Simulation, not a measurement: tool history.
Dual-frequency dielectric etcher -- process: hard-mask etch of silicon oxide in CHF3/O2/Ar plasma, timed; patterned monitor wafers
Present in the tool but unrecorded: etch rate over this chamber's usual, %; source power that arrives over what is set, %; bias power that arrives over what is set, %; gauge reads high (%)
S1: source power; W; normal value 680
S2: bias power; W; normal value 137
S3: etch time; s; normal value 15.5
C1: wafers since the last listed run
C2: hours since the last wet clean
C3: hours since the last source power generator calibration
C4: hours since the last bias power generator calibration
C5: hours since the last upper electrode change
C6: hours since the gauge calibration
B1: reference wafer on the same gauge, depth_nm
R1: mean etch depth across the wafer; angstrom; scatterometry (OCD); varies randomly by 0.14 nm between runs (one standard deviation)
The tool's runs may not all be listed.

run,hour,S1,S2,S3,C1,C2,C3,C4,C5,C6,B1,R1
1,0,680,137,15.5,0,336.5,2978.5,2527.9,5876.4,129.3,27.06,288.9
2,16,680,137,15.5,318,352.5,2994.5,2543.9,5892.4,145.3,27.04,286.8
3,33.3,680,137,15.5,344,369.8,3011.8,2561.2,5909.7,162.6,27.05,288
4,49.8,680,160,15.5,328,386.3,3028.3,2577.7,5926.2,179.1,26.99,297.9
5,59.3,680,160,15.5,188,395.8,3037.8,2587.2,5935.7,188.6,26.99,295.5
# hour 66.3: gauge calibrated
6,69.3,680,137,15.5,198,405.8,3047.8,2597.2,5945.7,3,27.03,287
7,85.5,680,137,15.5,322,422,3064,2613.4,5961.9,19.2,27.03,285.6
8,94.2,680,137,15.5,173,430.7,3072.7,2622.1,5970.6,27.9,26.98,285.1
# hour 130.8: wet clean of the chamber
9,131.3,680,119,15.5,260,0.5,3109.8,2659.2,6007.7,65,26.96,281.8
10,131.6,680,137,15.5,5,0.8,3110.1,2659.5,6008,65.3,27,287.8
11,138.3,680,137,15.5,133,7.5,3116.8,2666.2,6014.7,72,27.01,287.2
# hour 167.5: upper electrode replaced
12,168,680,145,15.5,113,37.2,3146.5,2695.9,0.5,101.7,27.01,290.2
13,168.3,680,165,19,5,37.5,3146.8,2696.2,0.8,102,27.02,368.1
14,168.6,550,127,14,5,37.8,3147.1,2696.5,1.1,102.3,26.99,244.8
15,172.7,680,137,15.5,81,41.9,3151.2,2700.6,5.2,106.4,27,289.5
# hour 181.7: bias power generator calibrated
16,182.4,680,119,15.5,113,51.6,3160.9,0.7,14.9,116.1,26.95,280.1
17,198,680,120,17,310,67.2,3176.5,16.3,30.5,131.7,26.99,306
18,211.7,730,137,15.5,272,80.9,3190.2,30,44.2,145.4,27.02,291.7
# hour 234: source power generator calibrated
# hour 256: gauge calibrated
19,257.5,740,106,14,831,126.7,23.5,75.8,90,1.5,26.96,255.1
20,271.7,680,137,15.5,282,140.9,37.7,90,104.2,15.7,26.95,287.2
21,278.5,680,137,14,135,147.7,44.5,96.8,111,22.5,26.96,260.6
22,293.3,680,137,15.5,294,162.5,59.3,111.6,125.8,37.3,27.05,285.6
23,306.8,680,137,15.5,268,176,72.8,125.1,139.3,50.8,26.94,287.5
24,313,770,115,15.5,123,182.2,79,131.3,145.5,57,26.96,288.1
25,325.1,680,154,14,240,194.3,91.1,143.4,157.6,69.1,27.01,266.8

What differs in the tool's unlogged condition from the final listed run ahead of each entry between runs to the first listed run following it?
Logged between run 5 and run 6: gauge calibrated (hour 66.3)
  nothing in the hidden state changes from one run to the other
Logged between run 8 and run 9: wet clean of the chamber (hour 130.8)
  nothing in the hidden state changes from one run to the other
Logged between run 11 and run 12: upper electrode replaced (hour 167.5)
  nothing in the hidden state changes from one run to the other
Logged between run 15 and run 16: bias power generator calibrated (hour 181.7)
  nothing in the hidden state changes from one run to the other
Logged between run 18 and run 19: source power generator calibrated (hour 234); gauge calibrated (hour 256)
  nothing in the hidden state changes from one run to the other
